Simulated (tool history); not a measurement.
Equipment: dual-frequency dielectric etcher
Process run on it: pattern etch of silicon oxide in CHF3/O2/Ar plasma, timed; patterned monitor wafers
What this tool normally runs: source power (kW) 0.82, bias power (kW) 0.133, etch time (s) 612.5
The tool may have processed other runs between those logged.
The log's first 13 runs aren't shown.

run   hour  source power (kW)  bias power (kW)  etch time (s)  wafers since the last listed run  hours since the last wet clean  hours since the last source power generator calibration  hours since the last bias power generator calibration  hours since the last upper electrode change  hours since the gauge calibration  read-back reference wafer on the same gauge, depth_nm  mean etch depth across the wafer (nm)
 14  150.4               0.82            0.133            548                                40                            13.3                                                   2986.6                                                 1684.4                                       5930.6                              248.4                                                 1259.7                                 1011.1
     162.3  -- gauge calibrated
 15    164               0.82            0.133          612.5                                53                            26.9                                                   3000.2                                                   1698                                       5944.2                                1.7                                                 1259.7                                   1133
     188.3  -- wet clean of the chamber, repeated, since the last time left the tool worse
     205.6  -- upper electrode replaced
 16  206.1               0.77            0.133          612.5                                 3                            17.8                                                   3042.3                                                 1740.1                                          0.5                               43.8                                                   1260                                 1173.3
 17  206.6               0.63            0.133          612.5                                 1                            18.3                                                   3042.8                                                 1740.6                                            1                               44.3                                                 1260.2                                   1079
     210.4  -- bias power generator calibrated
 18  210.9               0.65            0.147          612.5                                 1                            22.6                                                   3047.1                                                    0.5                                          5.3                               48.6                                                 1259.8                                 1125.2
 19  213.5               0.82            0.145            439                                10                            25.2                                                   3049.7                                                    3.1                                          7.9                               51.2                                                 1260.5                                  889.5
 20  225.7               0.82            0.133          612.5                                48                            37.4                                                   3061.9                                                   15.3                                         20.1                               63.4                                                 1260.2                                 1206.4
 21  233.1               0.66            0.113            673                                29                            44.8                                                   3069.3                                                   22.7                                         27.5                               70.8                                                 1259.9                                 1144.6
 22  245.7               0.82            0.145            439                                49                            57.4                                                   3081.9                                                   35.3                                         40.1                               83.4                                                 1260.6                                  884.3
     255.4  -- source power generator calibrated
 23  262.7               0.76             0.15          681.5                                51                            74.4                                                      7.3                                                   52.3                                         57.1                              100.4                                                 1260.2                                 1344.4
 24    271               0.82            0.133          612.5                                32                            82.7                                                     15.6                                                   60.6                                         65.4                              108.7                                                 1260.5                                 1202.9
 25  280.7               0.74            0.148          502.5                                38                            92.4                                                     25.3                                                   70.3                                         75.1                              118.4                                                   1260                                  973.4
 26  297.1               0.82            0.158          612.5                                64                           108.8                                                     41.7                                                   86.7                                         91.5                              134.8                                                 1259.8                                 1260.3
 27    307               0.63            0.133          612.5                                39                           118.7                                                     51.6                                                   96.6                                        101.4                              144.7                                                 1259.2                                 1077.7
 28  323.4               0.82            0.101          612.5                                64                           135.1                                                       68                                                    113                                        117.8                              161.1                                                 1259.6                                 1106.7
 29  341.2               0.82            0.146          612.5                                70                           152.9                                                     85.8                                                  130.8                                        135.6                              178.9                                                 1260.2                                 1233.7
 30  347.5               0.82            0.133          612.5                                24                           159.2                                                     92.1                                                  137.1                                        141.9                              185.2                                                 1260.2                                 1197.6

Predict each of these 4 candidate next runs independently; none follows another, all start after run 30:
  A  348.1               0.82            0.133          716.5                                 2                           159.8                                                     92.7                                                  137.7                                        142.5                              185.8                                                      ?                                      ?
  B  348.1               0.89            0.162            551                                 2                           159.8                                                     92.7                                                  137.7                                        142.5                              185.8                                                      ?                                      ?
  C  348.1               0.97            0.143            730                                 2                           159.8                                                     92.7                                                  137.7                                        142.5                              185.8                                                      ?                                      ?
  D  348.1               0.77            0.113          742.5                                 2                           159.8                                                     92.7                                                  137.7                                        142.5                              185.8                                                      ?                                      ?

run  read-back reference wafer on the same gauge, depth_nm  mean etch depth across the wafer (nm)
  A                                                   1260                                 1398.3
  B                                                   1260                                 1181.7
  C                                                   1260                                 1561.6
  D                                                   1260                                 1345.2
Had the tool no hidden state, the same runs would have come out as:
run  mean etch depth across the wafer (nm)
  A                                 1410.1
  B                                 1191.7
  C                                 1574.8
  D                                 1356.5

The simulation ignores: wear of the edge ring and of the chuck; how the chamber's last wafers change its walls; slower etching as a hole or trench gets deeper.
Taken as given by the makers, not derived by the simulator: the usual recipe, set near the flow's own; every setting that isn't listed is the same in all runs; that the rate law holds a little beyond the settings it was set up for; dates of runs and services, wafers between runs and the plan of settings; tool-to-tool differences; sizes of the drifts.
